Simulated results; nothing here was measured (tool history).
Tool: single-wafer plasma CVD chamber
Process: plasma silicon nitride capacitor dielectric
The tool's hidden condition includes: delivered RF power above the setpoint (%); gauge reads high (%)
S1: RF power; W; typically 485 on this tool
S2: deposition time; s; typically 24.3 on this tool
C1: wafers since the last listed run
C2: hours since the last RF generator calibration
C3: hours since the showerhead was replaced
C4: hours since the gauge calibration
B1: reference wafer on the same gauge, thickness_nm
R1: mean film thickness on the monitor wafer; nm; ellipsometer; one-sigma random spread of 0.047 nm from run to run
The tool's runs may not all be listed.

{"run": 1, "hour": 0.0, "S1": 455, "S2": 26, "C1": 0, "C2": 906.3, "C3": 7743.7, "C4": 49.2, "B1": 34.517, "R1": 32.194}
{"run": 2, "hour": 16.0, "S1": 455, "S2": 26, "C1": 244, "C2": 922.3, "C3": 7759.7, "C4": 65.2, "B1": 34.495, "R1": 32.189}
{"run": 3, "hour": 32.9, "S1": 485, "S2": 24.3, "C1": 257, "C2": 939.2, "C3": 7776.6, "C4": 82.1, "B1": 34.494, "R1": 30.578}
{"run": 4, "hour": 49.9, "S1": 485, "S2": 24.3, "C1": 259, "C2": 956.2, "C3": 7793.6, "C4": 99.1, "B1": 34.505, "R1": 30.577}
{"run": 5, "hour": 65.8, "S1": 485, "S2": 23.1, "C1": 242, "C2": 972.1, "C3": 7809.5, "C4": 115, "B1": 34.523, "R1": 28.977}
{"run": 6, "hour": 72.0, "S1": 485, "S2": 23.1, "C1": 94, "C2": 978.3, "C3": 7815.7, "C4": 121.2, "B1": 34.511, "R1": 29.018}
{"run": 7, "hour": 86.6, "S1": 485, "S2": 23.1, "C1": 222, "C2": 992.9, "C3": 7830.3, "C4": 135.8, "B1": 34.503, "R1": 29.043}
{"run": 8, "hour": 108.8, "S1": 485, "S2": 24.3, "C1": 338, "C2": 1015.1, "C3": 7852.5, "C4": 158, "B1": 34.493, "R1": 30.527}
{"hour": 119.7, "done": "RF generator calibrated"}
{"run": 9, "hour": 126.4, "S1": 485, "S2": 24.3, "C1": 146, "C2": 6.7, "C3": 7870.1, "C4": 175.6, "B1": 34.506, "R1": 31.149}
{"run": 10, "hour": 132.8, "S1": 485, "S2": 24.3, "C1": 97, "C2": 13.1, "C3": 7876.5, "C4": 182, "B1": 34.497, "R1": 31.212}
{"run": 11, "hour": 148.6, "S1": 460, "S2": 26.2, "C1": 241, "C2": 28.9, "C3": 7892.3, "C4": 197.8, "B1": 34.493, "R1": 33.121}
{"hour": 149.2, "done": "gauge calibrated"}
{"run": 12, "hour": 164.1, "S1": 510, "S2": 22.7, "C1": 236, "C2": 44.4, "C3": 7907.8, "C4": 14.9, "B1": 34.495, "R1": 29.472}
{"hour": 174.1, "done": "showerhead replaced, of another model than before"}
{"run": 13, "hour": 181.3, "S1": 395, "S2": 28, "C1": 140, "C2": 61.6, "C3": 7.2, "C4": 32.1, "B1": 34.498, "R1": 34.568}
{"run": 14, "hour": 191.8, "S1": 435, "S2": 25.9, "C1": 160, "C2": 72.1, "C3": 17.7, "C4": 42.6, "B1": 34.5, "R1": 32.6}
{"run": 15, "hour": 227.4, "S1": 555, "S2": 24.3, "C1": 543, "C2": 107.7, "C3": 53.3, "C4": 78.2, "B1": 34.504, "R1": 31.884}
{"run": 16, "hour": 240.9, "S1": 575, "S2": 27.3, "C1": 205, "C2": 121.2, "C3": 66.8, "C4": 91.7, "B1": 34.491, "R1": 36.13}
{"run": 17, "hour": 252.1, "S1": 485, "S2": 24.3, "C1": 170, "C2": 132.4, "C3": 78, "C4": 102.9, "B1": 34.474, "R1": 31.152}
{"run": 18, "hour": 260.1, "S1": 425, "S2": 24.3, "C1": 122, "C2": 140.4, "C3": 86, "C4": 110.9, "B1": 34.492, "R1": 30.405}
{"run": 19, "hour": 271.7, "S1": 415, "S2": 24.3, "C1": 176, "C2": 152, "C3": 97.6, "C4": 122.5, "B1": 34.502, "R1": 30.278}
{"run": 20, "hour": 279.4, "S1": 485, "S2": 24.3, "C1": 117, "C2": 159.7, "C3": 105.3, "C4": 130.2, "B1": 34.488, "R1": 31.113}
{"run": 21, "hour": 286.9, "S1": 485, "S2": 25.6, "C1": 114, "C2": 167.2, "C3": 112.8, "C4": 137.7, "B1": 34.512, "R1": 32.793}

For some of the steps in R1 from one run to the next: how much would appear even if the tool had no hidden state, given the settings, what came in and random variation, and how much remains for the hidden state plus any gauge scatter that the measured result and the result without hidden state don't share?
Run 7 -> 8: S2 23.1 -> 24.3. R1 +1.484 nm: hidden state -0.05, all else +1.534.
Run 8 -> 9: RF generator calibrated. R1 +0.622 nm: hidden state +0.644, all else -0.022.
Run 12 -> 13: S1 510 -> 395, S2 22.7 -> 28, showerhead replaced, of another model than before. R1 +5.096 nm: hidden state +0.012, all else +5.084.
Run 16 -> 17: S1 575 -> 485, S2 27.3 -> 24.3. R1 -4.978 nm: hidden state +0.013, all else -4.991.
